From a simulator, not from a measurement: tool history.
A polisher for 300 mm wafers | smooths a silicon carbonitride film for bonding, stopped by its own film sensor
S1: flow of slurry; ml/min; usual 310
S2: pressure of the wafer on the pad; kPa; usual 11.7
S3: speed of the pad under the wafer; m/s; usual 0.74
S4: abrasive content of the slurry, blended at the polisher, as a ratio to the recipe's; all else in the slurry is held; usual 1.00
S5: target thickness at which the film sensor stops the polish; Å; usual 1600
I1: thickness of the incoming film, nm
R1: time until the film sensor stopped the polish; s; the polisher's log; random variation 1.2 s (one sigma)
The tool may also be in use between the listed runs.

| run | hour | S1 | S2 | S3 | S4 | S5 | I1 | R1 |
|---|---|---|---|---|---|---|---|---|
| 1 | 0.0 | 310 | 11.7 | 0.74 | 1.00 | 1600 | 179.7 | 113.7 |
|  | 19.0 | head pressure recalibrated |
| 2 | 61.1 | 310 | 11.7 | 0.74 | 1.00 | 1600 | 179.7 | 123.1 |
|  | 66.5 | slurry blender recalibrated |
| 3 | 129.0 | 310 | 11.7 | 0.74 | 1.00 | 1600 | 177.9 | 109.6 |
| 4 | 230.5 | 285 | 11.7 | 0.74 | 0.80 | 1600 | 180.7 | 146.9 |
|  | 253.2 | worn pad replaced by a new one |
|  | 392.1 | slurry blender recalibrated |
| 5 | 415.3 | 285 | 11.7 | 0.74 | 0.80 | 1600 | 177.6 | 121.0 |
| 6 | 507.9 | 310 | 11.7 | 0.74 | 1.00 | 1600 | 182.1 | 130.9 |
|  | 574.9 | worn pad replaced by a new one |
| 7 | 586.2 | 310 | 11.7 | 0.74 | 1.00 | 1600 | 178.2 | 108.3 |
| 8 | 693.3 | 310 | 11.7 | 0.74 | 1.00 | 1600 | 177.6 | 104.2 |
|  | 729.2 | slurry blender recalibrated |
| 9 | 756.7 | 310 | 11.7 | 0.74 | 1.00 | 1600 | 176.8 | 99.0 |
|  | 777.7 | slurry nozzle cleaned |
| 10 | 807.9 | 310 | 11.7 | 0.74 | 1.20 | 1600 | 180.5 | 110.0 |
| 11 | 897.0 | 310 | 13.1 | 0.74 | 1.00 | 1600 | 179.8 | 105.3 |
|  | 902.2 | worn pad replaced by a new one |
| 12 | 991.2 | 310 | 11.7 | 0.74 | 1.00 | 1600 | 182.0 | 127.8 |
|  | 1058.8 | slurry blender recalibrated |
| 13 | 1073.2 | 310 | 11.7 | 1.00 | 1.00 | 1600 | 181.9 | 100.4 |
| 14 | 1179.3 | 310 | 11.7 | 0.54 | 1.00 | 1600 | 178.3 | 135.2 |
|  | 1181.4 | head pressure recalibrated |
| 15 | 1234.2 | 310 | 11.7 | 0.74 | 0.70 | 1600 | 179.8 | 155.5 |
|  | 1291.9 | worn pad replaced by a new one |
| 16 | 1337.8 | 310 | 11.7 | 0.74 | 1.00 | 1600 | 181.9 | 135.5 |
|  | 1438.0 | slurry blender recalibrated |
| 17 | 1464.9 | 395 | 11.7 | 0.74 | 1.00 | 1600 | 178.8 | 113.3 |
| 18 | 1559.5 | 310 | 11.7 | 0.74 | 1.30 | 1580 | 179.6 | 114.6 |
| 19 | 1627.0 | 250 | 11.7 | 0.74 | 1.00 | 1600 | 176.1 | 96.5 |
|  | 1667.2 | slurry nozzle cleaned |
|  | 1690.2 | worn pad replaced by a new one |
| 20 | 1713.8 | 375 | 7.6 | 0.74 | 1.00 | 1600 | 180.2 | 166.8 |
|  | 1755.4 | slurry blender recalibrated |
| 21 | 1820.0 | 340 | 11.7 | 0.74 | 1.25 | 1660 | 180.1 | 74.6 |

5 ways to go on from here, each from the tool as it stands after run 21. What would each give?
| A | 1820.5 | 220 | 11.7 | 0.74 | 1.00 | 1600 | 178.4 | ? |
| B | 1820.5 | 310 | 11.7 | 0.74 | 1.00 | 1580 | 178.4 | ? |
| C | 1820.5 | 310 | 11.7 | 0.74 | 0.85 | 1650 | 178.4 | ? |
| D | 1820.5 | 385 | 11.7 | 0.74 | 0.85 | 1600 | 178.4 | ? |
| E | 1820.5 | 270 | 11.7 | 0.74 | 1.00 | 1620 | 178.4 | ? |

| run | R1 |
|---|---|
| A | 110.7 |
| B | 119.8 |
| C | 86.6 |
| D | 117.3 |
| E | 97.2 |
Without the tool's hidden state the same runs would have given:
| run | R1 |
|---|---|
| A | 118.2 |
| B | 128.0 |
| C | 92.5 |
| D | 125.4 |
| E | 103.8 |
